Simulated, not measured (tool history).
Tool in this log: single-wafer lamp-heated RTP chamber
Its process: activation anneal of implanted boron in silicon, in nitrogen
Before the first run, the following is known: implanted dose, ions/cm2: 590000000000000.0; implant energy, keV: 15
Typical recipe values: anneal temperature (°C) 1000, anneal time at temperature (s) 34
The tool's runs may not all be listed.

run    hour  anneal temperature (°C)  anneal time at temperature (s)  read-back reference wafer on the same gauge, sheet resistance  sheet resistance of the implanted and annealed layer (ohm/square)
  1     0.0                      983                              34                                                         244.01                                                             221.51
  2    85.0                      983                              34                                                         243.84                                                             221.90
  3   140.4                      983                              34                                                         243.78                                                             220.89
      281.3  -- reflector plate cleaned
  4   312.1                     1011                              34                                                         244.07                                                             215.46
      329.2  -- pyrometer window cleaned and pyrometer calibrated
  5   416.1                     1011                              34                                                         243.99                                                             214.36
  6   453.5                     1011                              34                                                         243.91                                                             215.23
  7   527.1                     1000                              34                                                         244.01                                                             217.23
  8   565.0                     1000                              34                                                         244.04                                                             215.97
  9   629.8                     1000                              44                                                         243.85                                                             216.64
      725.9  -- pyrometer window cleaned and pyrometer calibrated
 10   731.3                     1000                              44                                                         244.15                                                             216.16
 11   829.2                     1000                              34                                                         243.94                                                             215.56
      847.7  -- reflector plate cleaned
 12   873.9                     1000                              34                                                         243.87                                                             217.55
 13   936.6                      987                              21                                                         244.08                                                             222.80
 14   979.9                     1010                              14                                                         243.76                                                             218.65
 15  1040.9                     1016                              51                                                         243.95                                                             213.98
 16  1115.8                     1000                              34                                                         243.92                                                             217.30
     1140.1  -- pyrometer window cleaned and pyrometer calibrated
 17  1170.4                      992                              48                                                         244.08                                                             216.71
     1382.0  -- gauge calibrated
     1383.9  -- reflector plate cleaned
 18  1482.1                     1022                              15                                                         243.88                                                             216.30
 19  1548.3                     1026                              43                                                         243.92                                                             212.08
     1598.7  -- pyrometer window cleaned and pyrometer calibrated
 20  1623.1                     1026                              43                                                         244.11                                                             212.39
 21  1674.1                      987                              15                                                         243.84                                                             223.63
 22  1766.1                     1015                              27                                                         244.21                                                             215.30
 23  1829.0                      991                              14                                                         243.96                                                             220.93
     1854.3  -- reflector plate cleaned
 24  1926.6                     1000                              48                                                         243.90                                                             216.90
     1979.5  -- pyrometer window cleaned and pyrometer calibrated
 25  1981.2                     1018                              34                                                         244.07                                                             215.11

3 ways to go on from here, each from the tool as it stands after run 25. What would each give?
  A  1981.6                     1000                              34                                                              ?                                                                  ?
  B  1981.6                      979                              34                                                              ?                                                                  ?
  C  1981.6                      984                              17                                                              ?                                                                  ?

run  read-back reference wafer on the same gauge, sheet resistance  sheet resistance of the implanted and annealed layer (ohm/square)
  A                                                         244.26                                                             217.86
  B                                                         244.26                                                             225.03
  C                                                         244.26                                                             225.86
What these runs would have given with no unlogged condition in the tool:
run  sheet resistance of the implanted and annealed layer (ohm/square)
  A                                                             218.88
  B                                                             227.55
  C                                                             228.49
